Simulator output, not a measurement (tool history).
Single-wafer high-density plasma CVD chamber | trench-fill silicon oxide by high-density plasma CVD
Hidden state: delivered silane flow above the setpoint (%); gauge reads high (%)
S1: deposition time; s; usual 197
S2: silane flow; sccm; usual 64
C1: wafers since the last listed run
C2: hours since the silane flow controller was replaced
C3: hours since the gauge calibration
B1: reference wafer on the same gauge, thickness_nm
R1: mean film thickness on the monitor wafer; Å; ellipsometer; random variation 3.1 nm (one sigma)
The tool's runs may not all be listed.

| run | day | S1 | S2 | C1 | C2 | C3 | B1 | R1 |
|---|---|---|---|---|---|---|---|---|
| 1 | 0.000 | 197 | 64 | 0 | 3169.7 | 181.5 | 1200.153 | 12286.95 |
| 2 | 1.154 | 197 | 64 | 240 | 3197.4 | 209.2 | 1199.811 | 12323.61 |
| 3 | 1.704 | 197 | 64 | 114 | 3210.6 | 222.4 | 1200.269 | 12366.36 |
| 4 | 3.196 | 197 | 59 | 311 | 3246.4 | 258.2 | 1200.309 | 11334.30 |
| 5 | 4.592 | 197 | 59 | 291 | 3279.9 | 291.7 | 1199.884 | 11333.28 |
| 6 | 5.146 | 197 | 59 | 115 | 3293.2 | 305.0 | 1200.044 | 11364.17 |
| 7 | 5.983 | 197 | 64 | 174 | 3313.3 | 325.1 | 1199.955 | 12300.21 |
| 8 | 7.958 | 197 | 64 | 411 | 3360.7 | 372.5 | 1200.804 | 12274.09 |
| 9 | 8.783 | 197 | 64 | 172 | 3380.5 | 392.3 | 1199.947 | 12316.69 |
| 10 | 9.304 | 197 | 64 | 108 | 3393.0 | 404.8 | 1199.890 | 12316.21 |
| 11 | 10.192 | 197 | 64 | 185 | 3414.3 | 426.1 | 1199.573 | 12261.45 |
| 12 | 10.725 | 197 | 64 | 111 | 3427.1 | 438.9 | 1199.983 | 12323.47 |
| 13 | 12.046 | 197 | 64 | 275 | 3458.8 | 470.6 | 1199.963 | 12309.29 |
| 14 | 12.950 | 197 | 64 | 188 | 3480.5 | 492.3 | 1200.019 | 12300.06 |
|  | 13.546 | gauge calibrated |
| 15 | 14.000 | 197 | 68 | 219 | 3505.7 | 10.9 | 1199.722 | 13003.99 |
| 16 | 15.038 | 215 | 76 | 216 | 3530.6 | 35.8 | 1199.835 | 15894.07 |
| 17 | 16.100 | 197 | 64 | 221 | 3556.1 | 61.3 | 1200.556 | 12216.22 |
|  | 19.767 | silane flow controller replaced |
| 18 | 19.788 | 174 | 54 | 699 | 0.5 | 149.8 | 1199.137 | 9747.03 |
| 19 | 20.746 | 197 | 52 | 199 | 23.5 | 172.8 | 1200.482 | 10616.08 |
| 20 | 22.033 | 220 | 76 | 268 | 54.4 | 203.7 | 1199.990 | 17295.74 |
| 21 | 23.221 | 197 | 64 | 247 | 82.9 | 232.2 | 1199.623 | 13017.86 |
| 22 | 24.633 | 233 | 71 | 294 | 116.8 | 266.1 | 1200.055 | 17178.72 |
| 23 | 26.067 | 217 | 58 | 298 | 151.2 | 300.5 | 1199.560 | 12979.60 |
| 24 | 27.488 | 197 | 64 | 296 | 185.3 | 334.6 | 1200.263 | 13039.08 |
| 25 | 28.204 | 178 | 56 | 149 | 202.5 | 351.8 | 1199.346 | 10333.81 |
| 26 | 29.529 | 197 | 64 | 276 | 234.3 | 383.6 | 1199.764 | 13015.53 |
| 27 | 30.762 | 197 | 74 | 257 | 263.9 | 413.2 | 1200.339 | 15001.15 |
| 28 | 31.783 | 221 | 53 | 212 | 288.4 | 437.7 | 1199.848 | 12095.16 |

4 ways to go on from here, each from the tool as it stands after run 28. What would each give?
| A | 31.804 | 197 | 64 | 4 | 288.9 | 438.2 | ? | ? |
| B | 31.804 | 187 | 64 | 4 | 288.9 | 438.2 | ? | ? |
| C | 31.804 | 174 | 53 | 4 | 288.9 | 438.2 | ? | ? |
| D | 31.804 | 230 | 64 | 4 | 288.9 | 438.2 | ? | ? |

| run | B1 | R1 |
|---|---|---|
| A | 1200.186 | 12983.60 |
| B | 1200.186 | 12324.53 |
| C | 1200.186 | 9496.73 |
| D | 1200.186 | 15158.52 |
Without the tool's hidden state the same runs would have given:
| run | R1 |
|---|---|
| A | 13011.88 |
| B | 12351.38 |
| C | 9517.41 |
| D | 15191.53 |
